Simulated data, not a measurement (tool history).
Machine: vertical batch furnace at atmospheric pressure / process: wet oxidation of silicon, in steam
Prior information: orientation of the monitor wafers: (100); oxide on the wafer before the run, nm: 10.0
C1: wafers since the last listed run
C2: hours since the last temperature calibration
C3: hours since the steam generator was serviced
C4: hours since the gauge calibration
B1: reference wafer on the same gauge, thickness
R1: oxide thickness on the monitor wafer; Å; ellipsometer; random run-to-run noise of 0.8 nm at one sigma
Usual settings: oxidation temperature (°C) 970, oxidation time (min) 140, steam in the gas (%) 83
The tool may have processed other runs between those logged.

Run 1, day 0: usual settings; C1 0; C2 3153; C3 1387.4; C4 719.8; B1 452.56. Result: R1 5016.9 Å.
At day 0.438: gauge calibrated.
Run 2, day 2.867: usual settings; C1 571; C2 3221.8; C3 1456.2; C4 58.3; B1 452.56. Result: R1 5008 Å.
Run 3, day 4.554: usual settings; C1 336; C2 3262.3; C3 1496.7; C4 98.8; B1 453.12. Result: R1 5006.7 Å.
Run 4, day 6.229: usual settings; C1 333; C2 3302.5; C3 1536.9; C4 139; B1 453.09. Result: R1 4991.9 Å.
Run 5, day 7.638: usual settings; C1 280; C2 3336.3; C3 1570.7; C4 172.8; B1 452.96. Result: R1 4981.5 Å.
Run 6, day 10.342: usual settings; C1 539; C2 3401.2; C3 1635.6; C4 237.7; B1 453.18. Result: R1 4963.7 Å.
Run 7, day 12.838: usual settings; C1 497; C2 3461.1; C3 1695.5; C4 297.6; B1 453.05. Result: R1 4966.9 Å.
Run 8, day 15.75: usual settings; C1 580; C2 3531; C3 1765.4; C4 367.5; B1 453.14. Result: R1 4966.5 Å.
At day 18.229: steam generator serviced.
Run 9, day 18.25: usual settings; C1 299; C2 3591; C3 0.5; C4 427.5; B1 453.12. Result: R1 5153.6 Å.
Run 10, day 19.288: usual settings; C1 206; C2 3615.9; C3 25.4; C4 452.4; B1 453.03. Result: R1 5174 Å.
Run 11, day 21.108: usual settings but oxidation temperature (°C) 992, steam in the gas (%) 94; C1 363; C2 3659.6; C3 69.1; C4 496.1; B1 452.89. Result: R1 6443.8 Å.
Run 12, day 22.696: usual settings but oxidation temperature (°C) 959, oxidation time (min) 105; C1 316; C2 3697.7; C3 107.2; C4 534.2; B1 453.13. Result: R1 3904.7 Å.
At day 24.542: thermocouples replaced and temperature profile calibrated.
Run 13, day 25.3: usual settings but oxidation temperature (°C) 976, oxidation time (min) 209.5; C1 319; C2 18.2; C3 169.7; C4 596.7; B1 453.02. Result: R1 6820.7 Å.
Run 14, day 26.433: usual settings but oxidation time (min) 181.5, steam in the gas (%) 90; C1 225; C2 45.4; C3 196.9; C4 623.9; B1 453.11. Result: R1 6283.7 Å.
Run 15, day 28.917: usual settings but oxidation time (min) 170.5, steam in the gas (%) 89; C1 495; C2 105; C3 256.5; C4 683.5; B1 452.91. Result: R1 6003 Å.
At day 31.8: gauge calibrated.
Run 16, day 31.896: usual settings but oxidation time (min) 79.5; C1 593; C2 176.5; C3 328; C4 2.3; B1 453.21. Result: R1 3380.5 Å.
Run 17, day 33.796: usual settings; C1 378; C2 222.1; C3 373.6; C4 47.9; B1 453.13. Result: R1 5016.6 Å.
Run 18, day 34.992: usual settings but oxidation temperature (°C) 962, oxidation time (min) 114, steam in the gas (%) 92; C1 238; C2 250.8; C3 402.3; C4 76.6; B1 453.02. Result: R1 4383.7 Å.
Run 19, day 36.871: usual settings but steam in the gas (%) 76; C1 374; C2 295.9; C3 447.4; C4 121.7; B1 453.06. Result: R1 4722.5 Å.
Run 20, day 38.321: usual settings; C1 289; C2 330.7; C3 482.2; C4 156.5; B1 453.12. Result: R1 5012.9 Å.
Run 21, day 40.146: usual settings but steam in the gas (%) 72; C1 363; C2 374.5; C3 526; C4 200.3; B1 453.22. Result: R1 4548 Å.

Below are 3 alternative next runs, each starting from the tool's condition after run 21. Predict each:
Run A, day 40.383: usual settings but oxidation time (min) 164.5; C1 47; C2 380.2; C3 531.7; C4 206; B1 ?. Result: R1 ?.
Run B, day 40.383: usual settings but oxidation temperature (°C) 992, steam in the gas (%) 86; C1 47; C2 380.2; C3 531.7; C4 206; B1 ?. Result: R1 ?.
Run C, day 40.383: usual settings but oxidation temperature (°C) 949, steam in the gas (%) 71; C1 47; C2 380.2; C3 531.7; C4 206; B1 ?. Result: R1 ?.

run      B1      R1
  A  453.07  5579.4
  B  453.07  5938.6
  C  453.07  3804.9
What these runs would have given with no unlogged condition in the tool:
run      R1
  A  5579.8
  B  5940.4
  C  3803.4

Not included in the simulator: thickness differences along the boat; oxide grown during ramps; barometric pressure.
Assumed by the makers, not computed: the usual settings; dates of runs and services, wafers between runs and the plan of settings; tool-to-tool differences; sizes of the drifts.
